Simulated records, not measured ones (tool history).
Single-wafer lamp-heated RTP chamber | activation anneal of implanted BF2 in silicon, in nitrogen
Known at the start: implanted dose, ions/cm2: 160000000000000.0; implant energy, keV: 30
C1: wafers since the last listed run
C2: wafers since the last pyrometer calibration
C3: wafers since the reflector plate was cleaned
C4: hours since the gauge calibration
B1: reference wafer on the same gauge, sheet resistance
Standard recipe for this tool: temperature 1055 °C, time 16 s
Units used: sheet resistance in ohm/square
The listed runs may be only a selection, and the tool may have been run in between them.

{"run": 1, "hour": 0.0, "temperature": 1055, "time": 16, "C1": 0, "C2": 1003, "C3": 1873, "C4": 844.8, "B1": 608.78, "sheet resistance": 657.44}
{"run": 2, "hour": 85.9, "temperature": 1055, "time": 16, "C1": 1963, "C2": 2967, "C3": 3836, "C4": 930.7, "B1": 609.24, "sheet resistance": 657.89}
{"run": 3, "hour": 174.0, "temperature": 1055, "time": 16, "C1": 2014, "C2": 4981, "C3": 5851, "C4": 1018.8, "B1": 609.35, "sheet resistance": 657.36}
{"run": 4, "hour": 271.9, "temperature": 1055, "time": 16, "C1": 2238, "C2": 7219, "C3": 8089, "C4": 1116.7, "B1": 609.69, "sheet resistance": 656.79}
{"run": 5, "hour": 323.0, "temperature": 1055, "time": 16, "C1": 1168, "C2": 8388, "C3": 9257, "C4": 1167.8, "B1": 609.88, "sheet resistance": 657.3}
{"run": 6, "hour": 378.1, "temperature": 1055, "time": 16, "C1": 1259, "C2": 9647, "C3": 10517, "C4": 1222.9, "B1": 609.81, "sheet resistance": 656.06}
{"hour": 456.1, "done": "reflector plate cleaned"}
{"run": 7, "hour": 484.6, "temperature": 1055, "time": 16, "C1": 2251, "C2": 11899, "C3": 652, "C4": 1329.4, "B1": 610.14, "sheet resistance": 657.88}
{"run": 8, "hour": 562.2, "temperature": 1074, "time": 16, "C1": 1774, "C2": 13673, "C3": 2426, "C4": 1407, "B1": 610.25, "sheet resistance": 653.74}
{"hour": 608.7, "done": "pyrometer window cleaned and pyrometer calibrated"}
{"run": 9, "hour": 630.3, "temperature": 1074, "time": 16, "C1": 1373, "C2": 494, "C3": 3800, "C4": 1475.1, "B1": 610.65, "sheet resistance": 655.95}
{"run": 10, "hour": 685.9, "temperature": 1055, "time": 20, "C1": 1271, "C2": 1765, "C3": 5071, "C4": 1530.7, "B1": 610.5, "sheet resistance": 656.95}
{"run": 11, "hour": 788.7, "temperature": 1055, "time": 20, "C1": 2350, "C2": 4115, "C3": 7421, "C4": 1633.5, "B1": 610.54, "sheet resistance": 657.5}
{"run": 12, "hour": 883.8, "temperature": 1055, "time": 20, "C1": 2174, "C2": 6289, "C3": 9595, "C4": 1728.6, "B1": 610.47, "sheet resistance": 656.78}
{"run": 13, "hour": 929.6, "temperature": 1055, "time": 8, "C1": 1047, "C2": 7336, "C3": 10642, "C4": 1774.4, "B1": 610.57, "sheet resistance": 662.48}
{"run": 14, "hour": 977.4, "temperature": 1042, "time": 21, "C1": 1092, "C2": 8429, "C3": 11735, "C4": 1822.2, "B1": 610.48, "sheet resistance": 656.57}
{"run": 15, "hour": 1062.7, "temperature": 1055, "time": 10, "C1": 1950, "C2": 10379, "C3": 13685, "C4": 1907.5, "B1": 610.78, "sheet resistance": 661.65}
{"hour": 1112.6, "done": "pyrometer window cleaned and pyrometer calibrated"}
{"run": 16, "hour": 1113.1, "temperature": 1032, "time": 20, "C1": 969, "C2": 12, "C3": 14654, "C4": 1957.9, "B1": 610.58, "sheet resistance": 659.52}
{"hour": 1122.3, "done": "reflector plate cleaned"}
{"run": 17, "hour": 1169.0, "temperature": 1055, "time": 12, "C1": 1095, "C2": 1107, "C3": 1067, "C4": 2013.8, "B1": 610.74, "sheet resistance": 661.46}
{"hour": 1178.2, "done": "gauge calibrated"}
{"run": 18, "hour": 1213.4, "temperature": 1077, "time": 16, "C1": 1015, "C2": 2122, "C3": 2082, "C4": 35.2, "B1": 604.17, "sheet resistance": 649.38}
{"run": 19, "hour": 1275.0, "temperature": 1073, "time": 21, "C1": 1408, "C2": 3530, "C3": 3490, "C4": 96.8, "B1": 604.58, "sheet resistance": 646.9}
{"run": 20, "hour": 1334.9, "temperature": 1082, "time": 25, "C1": 1369, "C2": 4900, "C3": 4859, "C4": 156.7, "B1": 605.29, "sheet resistance": 642.3}
{"run": 21, "hour": 1379.1, "temperature": 1078, "time": 25, "C1": 1010, "C2": 5910, "C3": 5870, "C4": 200.9, "B1": 605.64, "sheet resistance": 643.06}
{"run": 22, "hour": 1425.8, "temperature": 1084, "time": 14, "C1": 1067, "C2": 6978, "C3": 6937, "C4": 247.6, "B1": 606.13, "sheet resistance": 648.48}
{"run": 23, "hour": 1682.9, "temperature": 1055, "time": 16, "C1": 5877, "C2": 12855, "C3": 12815, "C4": 504.7, "B1": 607.57, "sheet resistance": 655.29}
{"hour": 1697.9, "done": "pyrometer window cleaned and pyrometer calibrated"}
{"hour": 1734.3, "done": "reflector plate cleaned"}
{"run": 24, "hour": 1768.1, "temperature": 1055, "time": 16, "C1": 1582, "C2": 1421, "C3": 771, "C4": 589.9, "B1": 607.79, "sheet resistance": 656.41}
{"run": 25, "hour": 1835.7, "temperature": 1032, "time": 22, "C1": 1545, "C2": 2966, "C3": 2317, "C4": 657.5, "B1": 608.36, "sheet resistance": 656.37}
{"run": 26, "hour": 1926.6, "temperature": 1055, "time": 16, "C1": 2078, "C2": 5044, "C3": 4395, "C4": 748.4, "B1": 608.57, "sheet resistance": 655.87}
{"run": 27, "hour": 2028.7, "temperature": 1046, "time": 20, "C1": 2334, "C2": 7378, "C3": 6729, "C4": 850.5, "B1": 608.8, "sheet resistance": 655}
{"run": 28, "hour": 2085.8, "temperature": 1044, "time": 16, "C1": 1305, "C2": 8684, "C3": 8034, "C4": 907.6, "B1": 608.8, "sheet resistance": 658.23}
{"run": 29, "hour": 2126.4, "temperature": 1035, "time": 22, "C1": 928, "C2": 9612, "C3": 8963, "C4": 948.2, "B1": 609.34, "sheet resistance": 657.58}
{"run": 30, "hour": 2171.7, "temperature": 1026, "time": 19, "C1": 1035, "C2": 10647, "C3": 9998, "C4": 993.5, "B1": 609.37, "sheet resistance": 660.06}
{"run": 31, "hour": 2238.1, "temperature": 1055, "time": 16, "C1": 1517, "C2": 12165, "C3": 11516, "C4": 1059.9, "B1": 609.54, "sheet resistance": 656.68}
{"run": 32, "hour": 2276.9, "temperature": 1038, "time": 16, "C1": 887, "C2": 13053, "C3": 12403, "C4": 1098.7, "B1": 609.77, "sheet resistance": 659.36}
{"hour": 2291.3, "done": "pyrometer window cleaned and pyrometer calibrated"}
{"run": 33, "hour": 2326.4, "temperature": 1080, "time": 24, "C1": 948, "C2": 803, "C3": 13352, "C4": 1148.2, "B1": 609.68, "sheet resistance": 647.55}
{"hour": 2390.4, "done": "reflector plate cleaned"}
{"run": 34, "hour": 2390.9, "temperature": 1055, "time": 23, "C1": 1291, "C2": 2095, "C3": 10, "C4": 1212.7, "B1": 609.89, "sheet resistance": 653.79}
{"run": 35, "hour": 2431.0, "temperature": 1055, "time": 21, "C1": 916, "C2": 3011, "C3": 927, "C4": 1252.8, "B1": 610.04, "sheet resistance": 654.98}

Give the tool's hidden conditions for every run:
true wafer temperature minus pyrometer reading, K: 0, the same for each run
wafer temperature error from the tarnished reflector plate, K: 0, the same for each run
H1: gauge reads high (%)
run=1 H1=0.816
run=2 H1=0.859
run=3 H1=0.898
run=4 H1=0.936
run=5 H1=0.954
run=6 H1=0.971
run=7 H1=1
run=8 H1=1.02
run=9 H1=1.04
run=10 H1=1.05
run=11 H1=1.07
run=12 H1=1.09
run=13 H1=1.09
run=14 H1=1.1
run=15 H1=1.11
run=16 H1=1.12
run=17 H1=1.12
run=18 H1=0.0335
run=19 H1=0.127
run=20 H1=0.211
run=21 H1=0.268
run=22 H1=0.325
run=23 H1=0.583
run=24 H1=0.65
run=25 H1=0.698
run=26 H1=0.756
run=27 H1=0.813
run=28 H1=0.842
run=29 H1=0.861
run=30 H1=0.881
run=31 H1=0.908
run=32 H1=0.923
run=33 H1=0.941
run=34 H1=0.962
run=35 H1=0.975
